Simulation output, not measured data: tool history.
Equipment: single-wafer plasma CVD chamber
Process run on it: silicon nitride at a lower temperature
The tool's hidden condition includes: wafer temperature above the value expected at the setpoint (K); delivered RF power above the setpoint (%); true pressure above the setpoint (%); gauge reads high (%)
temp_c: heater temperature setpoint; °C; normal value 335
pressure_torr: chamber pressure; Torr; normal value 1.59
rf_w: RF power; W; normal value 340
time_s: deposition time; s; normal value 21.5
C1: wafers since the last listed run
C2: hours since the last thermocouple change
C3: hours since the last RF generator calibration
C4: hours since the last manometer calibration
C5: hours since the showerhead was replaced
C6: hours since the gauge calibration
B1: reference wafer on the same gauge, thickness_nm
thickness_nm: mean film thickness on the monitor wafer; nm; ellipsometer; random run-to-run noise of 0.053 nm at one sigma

run 1 day=0 | temp_c=335 pressure_torr=1.59 rf_w=340 time_s=21.5 | C1=0 C2=1593.7 C3=1803.9 C4=2144.5 C5=6267.7 C6=134.3 | B1=26.394 | thickness_nm=28.094
run 2 day=0.942 | temp_c=335 pressure_torr=1.59 rf_w=340 time_s=21.5 | C1=569 C2=1616.3 C3=1826.5 C4=2167.1 C5=6290.3 C6=156.9 | B1=26.389 | thickness_nm=28.108
run 3 day=2.267 | temp_c=335 pressure_torr=1.59 rf_w=340 time_s=21.5 | C1=800 C2=1648.1 C3=1858.3 C4=2198.9 C5=6322.1 C6=188.7 | B1=26.398 | thickness_nm=28.06
run 4 day=3.154 | temp_c=335 pressure_torr=1.59 rf_w=340 time_s=21.5 | C1=536 C2=1669.4 C3=1879.6 C4=2220.2 C5=6343.4 C6=210 | B1=26.387 | thickness_nm=28.1
run 5 day=3.833 | temp_c=335 pressure_torr=1.59 rf_w=290 time_s=21.5 | C1=410 C2=1685.7 C3=1895.9 C4=2236.5 C5=6359.7 C6=226.3 | B1=26.401 | thickness_nm=26.45
run 6 day=4.467 | temp_c=335 pressure_torr=1.59 rf_w=290 time_s=21.5 | C1=382 C2=1700.9 C3=1911.1 C4=2251.7 C5=6374.9 C6=241.5 | B1=26.407 | thickness_nm=26.589
run 7 day=5.592 | temp_c=335 pressure_torr=1.59 rf_w=340 time_s=21.5 | C1=679 C2=1727.9 C3=1938.1 C4=2278.7 C5=6401.9 C6=268.5 | B1=26.383 | thickness_nm=27.983
run 8 day=6.867 | temp_c=335 pressure_torr=1.59 rf_w=340 time_s=21.5 | C1=770 C2=1758.5 C3=1968.7 C4=2309.3 C5=6432.5 C6=299.1 | B1=26.397 | thickness_nm=28.224
-- day=8.062 thermocouple changed; heater temperature recalibrated
run 9 day=8.083 | temp_c=335 pressure_torr=1.59 rf_w=340 time_s=21.5 | C1=533 C2=0.5 C3=1997.9 C4=2338.5 C5=6461.7 C6=328.3 | B1=26.397 | thickness_nm=28.082
-- day=8.621 showerhead replaced
run 10 day=8.642 | temp_c=335 pressure_torr=1.59 rf_w=340 time_s=21.5 | C1=135 C2=13.9 C3=2011.3 C4=2351.9 C5=0.5 C6=341.7 | B1=26.387 | thickness_nm=28.134
run 11 day=9.883 | temp_c=341 pressure_torr=1.59 rf_w=340 time_s=21.5 | C1=750 C2=43.7 C3=2041.1 C4=2381.7 C5=30.3 C6=371.5 | B1=26.406 | thickness_nm=28.053
run 12 day=11 | temp_c=335 pressure_torr=1.59 rf_w=340 time_s=21.5 | C1=674 C2=70.5 C3=2067.9 C4=2408.5 C5=57.1 C6=398.3 | B1=26.392 | thickness_nm=28.102
run 13 day=11.504 | temp_c=335 pressure_torr=1.94 rf_w=340 time_s=25 | C1=304 C2=82.6 C3=2080 C4=2420.6 C5=69.2 C6=410.4 | B1=26.401 | thickness_nm=35.301
run 14 day=12.292 | temp_c=335 pressure_torr=1.71 rf_w=340 time_s=17.2 | C1=475 C2=101.5 C3=2098.9 C4=2439.5 C5=88.1 C6=429.3 | B1=26.412 | thickness_nm=23.16
run 15 day=13.138 | temp_c=335 pressure_torr=1.59 rf_w=340 time_s=21.5 | C1=511 C2=121.8 C3=2119.2 C4=2459.8 C5=108.4 C6=449.6 | B1=26.401 | thickness_nm=28.228
run 16 day=14.5 | temp_c=335 pressure_torr=1.59 rf_w=340 time_s=21.5 | C1=823 C2=154.5 C3=2151.9 C4=2492.5 C5=141.1 C6=482.3 | B1=26.384 | thickness_nm=28.243
run 17 day=15.738 | temp_c=335 pressure_torr=1.46 rf_w=390 time_s=18.1 | C1=747 C2=184.2 C3=2181.6 C4=2522.2 C5=170.8 C6=512 | B1=26.41 | thickness_nm=24.008
run 18 day=16.275 | temp_c=335 pressure_torr=1.24 rf_w=340 time_s=21.5 | C1=324 C2=197.1 C3=2194.5 C4=2535.1 C5=183.7 C6=524.9 | B1=26.402 | thickness_nm=24.845
run 19 day=17.138 | temp_c=335 pressure_torr=1.59 rf_w=340 time_s=21.5 | C1=521 C2=217.8 C3=2215.2 C4=2555.8 C5=204.4 C6=545.6 | B1=26.414 | thickness_nm=28.193
-- day=17.929 gauge calibrated
run 20 day=18.633 | temp_c=335 pressure_torr=1.59 rf_w=340 time_s=21.5 | C1=903 C2=253.7 C3=2251.1 C4=2591.7 C5=240.3 C6=16.9 | B1=26.404 | thickness_nm=28.077
-- day=19.675 capacitance manometer re-zeroed and calibrated
run 21 day=20.042 | temp_c=326 pressure_torr=1.59 rf_w=340 time_s=21.5 | C1=649 C2=287.5 C3=2284.9 C4=8.8 C5=274.1 C6=50.7 | B1=26.398 | thickness_nm=27.294
-- day=20.6 RF generator calibrated
run 22 day=20.804 | temp_c=335 pressure_torr=1.59 rf_w=340 time_s=18.6 | C1=259 C2=305.8 C3=4.9 C4=27.1 C5=292.4 C6=69 | B1=26.412 | thickness_nm=23.518
run 23 day=22.242 | temp_c=329 pressure_torr=1.59 rf_w=285 time_s=17.2 | C1=868 C2=340.3 C3=39.4 C4=61.6 C5=326.9 C6=103.5 | B1=26.401 | thickness_nm=20.466
run 24 day=22.933 | temp_c=329 pressure_torr=1.59 rf_w=340 time_s=21.5 | C1=417 C2=356.9 C3=56 C4=78.2 C5=343.5 C6=120.1 | B1=26.405 | thickness_nm=27.383
run 25 day=23.917 | temp_c=346 pressure_torr=1.42 rf_w=315 time_s=21.5 | C1=594 C2=380.5 C3=79.6 C4=101.8 C5=367.1 C6=143.7 | B1=26.385 | thickness_nm=25.081
run 26 day=25.079 | temp_c=335 pressure_torr=1.59 rf_w=340 time_s=21.5 | C1=702 C2=408.4 C3=107.5 C4=129.7 C5=395 C6=171.6 | B1=26.403 | thickness_nm=27.401
run 27 day=25.696 | temp_c=335 pressure_torr=1.59 rf_w=340 time_s=21.5 | C1=372 C2=423.2 C3=122.3 C4=144.5 C5=409.8 C6=186.4 | B1=26.398 | thickness_nm=27.443
run 28 day=26.342 | temp_c=335 pressure_torr=1.59 rf_w=340 time_s=21.5 | C1=390 C2=438.7 C3=137.8 C4=160 C5=425.3 C6=201.9 | B1=26.396 | thickness_nm=27.485
run 29 day=27.175 | temp_c=347 pressure_torr=1.59 rf_w=340 time_s=21.5 | C1=503 C2=458.7 C3=157.8 C4=180 C5=445.3 C6=221.9 | B1=26.399 | thickness_nm=27.349
run 30 day=27.85 | temp_c=335 pressure_torr=1.59 rf_w=300 time_s=21.5 | C1=407 C2=474.9 C3=174 C4=196.2 C5=461.5 C6=238.1 | B1=26.396 | thickness_nm=26.133

For each entry between runs, how does the tool's hidden state at the last listed run before it compare with that at the first listed run after it?
Run 8 -> run 9: thermocouple changed; heater temperature recalibrated (day 8.062)
  true pressure above the setpoint (%): 6.56 -> 6.58
  what was measured, less what the result would be without the hidden state, thickness_nm: +0.753 -> +0.752 nm
Run 9 -> run 10: showerhead replaced (day 8.621)
  true pressure above the setpoint (%): 6.58 -> 6.59
  what was measured, less what the result would be without the hidden state, thickness_nm: +0.752 -> +0.754 nm
Run 19 -> run 20: gauge calibrated (day 17.929)
  true pressure above the setpoint (%): 6.71 -> 6.73
  what was measured, less what the result would be without the hidden state, thickness_nm: +0.769 -> +0.768 nm
Run 20 -> run 21: capacitance manometer re-zeroed and calibrated (day 19.675)
  true pressure above the setpoint (%): 6.73 -> -0.851
  what was measured, less what the result would be without the hidden state, thickness_nm: +0.768 -> -0.103 nm
Run 21 -> run 22: RF generator calibrated (day 20.6)
  true pressure above the setpoint (%): -0.851 -> -0.682
  what was measured, less what the result would be without the hidden state, thickness_nm: -0.103 -> -0.071 nm

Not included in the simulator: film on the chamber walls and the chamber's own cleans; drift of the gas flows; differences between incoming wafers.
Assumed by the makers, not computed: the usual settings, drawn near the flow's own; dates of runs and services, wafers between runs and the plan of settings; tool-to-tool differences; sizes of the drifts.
